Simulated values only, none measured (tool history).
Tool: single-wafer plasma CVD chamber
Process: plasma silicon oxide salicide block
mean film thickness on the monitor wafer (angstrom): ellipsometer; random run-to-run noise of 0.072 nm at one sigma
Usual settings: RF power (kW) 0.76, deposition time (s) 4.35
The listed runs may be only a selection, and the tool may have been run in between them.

run	hour	RF power (kW)	deposition time (s)	read-back reference wafer on the same gauge, thickness_nm	mean film thickness on the monitor wafer (angstrom)
1	0	0.76	4.35	54.807	470.85
2	14.4	0.76	4.35	54.778	472.05
3	24.7	0.76	4.35	54.806	470.8
4	31.7	0.65	4.35	54.798	448.02
5	39.5	0.65	4.35	54.779	447.07
6	49	0.65	4.35	54.806	445.96
7	56.5	0.76	4.35	54.796	471.42
8	66.2	0.76	4.35	54.78	470.83
9	73.8	0.76	4.35	54.799	470.16
10	88.5	0.76	4.35	54.801	470.73
# hour 97.3: showerhead replaced
# hour 104.5: gauge calibrated
11	120.4	0.88	4.62	54.791	521.56
12	134.5	0.76	4.96	54.825	535.11
# hour 155.9: RF generator calibrated
13	156.4	0.76	4.35	54.789	478.77
14	158.6	0.8	3.9	54.822	436.36
15	166.8	0.805	4.35	54.801	487.74
16	175.8	0.76	4.35	54.803	479.33
17	182.6	0.675	4.35	54.796	461.22
18	198.3	0.835	3.78	54.802	429.64
19	210.7	0.695	4.79	54.804	513.58
20	218	0.69	4.93	54.771	526.73
21	228.5	0.76	4.35	54.8	477.94
22	236.5	0.855	4.35	54.805	495.88

Difference, measured minus no-hidden-state, one row per run. Run-to-run variation is common to both terms; the gauge's own scatter need not be:
The tool's hidden condition here consists of: delivered RF power above the setpoint (%); gauge reads high (%).
run	mean film thickness on the monitor wafer (angstrom)
1	-9.13
2	-9.41
3	-9.57
4	-9.23
5	-9.34
6	-9.48
7	-10.17
8	-10.34
9	-10.47
10	-10.76
11	-12.63
12	-13.28
13	-1.14
14	-1.04
15	-1.16
16	-1.15
17	-1.1
18	-1.03
19	-1.25
20	-1.29
21	-1.18
22	-1.23
